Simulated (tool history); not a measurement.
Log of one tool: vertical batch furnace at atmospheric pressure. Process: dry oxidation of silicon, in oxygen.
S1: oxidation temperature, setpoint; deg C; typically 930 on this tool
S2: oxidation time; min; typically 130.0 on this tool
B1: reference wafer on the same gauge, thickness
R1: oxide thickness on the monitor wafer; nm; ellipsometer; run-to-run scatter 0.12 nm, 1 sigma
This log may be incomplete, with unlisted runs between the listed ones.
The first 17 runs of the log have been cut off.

run    hour   S1     S2     B1     R1
 18  1542.0  930  130.0  47.88  40.94
     1609.1  -- boat lift adjusted
 19  1831.8  930  130.0  47.90  40.99
 20  1937.2  930  186.0  47.91  53.49
 21  1992.8  930  130.0  47.91  40.97
 22  2060.5  919  130.0  47.92  36.48
     2094.9  -- gauge calibrated
 23  2165.5  937   81.5  47.88  31.87
 24  2250.4  918   75.5  47.92  25.02
 25  2320.5  930  130.0  47.91  41.15
 26  2362.9  947  149.0  47.91  54.60
 27  2416.8  930   95.0  47.91  32.96
 28  2460.3  915   85.0  47.90  26.40
 29  2514.5  930  130.0  47.90  41.33
 30  2552.8  954  176.0  47.89  66.39
 31  2637.0  954  147.0  47.91  58.23
 32  2678.7  937  185.0  47.89  58.13
 33  2749.1  950   88.5  47.89  39.13
 34  2814.7  920   77.5  47.89  26.28
     2917.2  -- thermocouples replaced and temperature profile calibrated
 35  2917.7  930  130.0  47.88  41.18
 36  2951.2  930  130.0  47.91  41.06
 37  3034.6  930  130.0  47.91  41.01
 38  3137.4  930  110.0  47.90  36.39
 39  3187.7  930  130.0  47.90  40.98

Here are 4 independent what-if runs from the current tool condition. What would each one return?
  A  3194.3  930  130.0   ?   ?
  B  3194.3  914  188.0   ?   ?
  C  3194.3  944  193.5   ?   ?
  D  3194.3  905   79.5   ?   ?

run     B1     R1
  A  47.86  41.03
  B  47.86  45.06
  C  47.86  63.72
  D  47.86  22.72
Stripped of hidden state, with their random variation kept, the same runs would have yielded:
run     R1
  A  40.87
  B  44.87
  C  63.47
  D  22.63
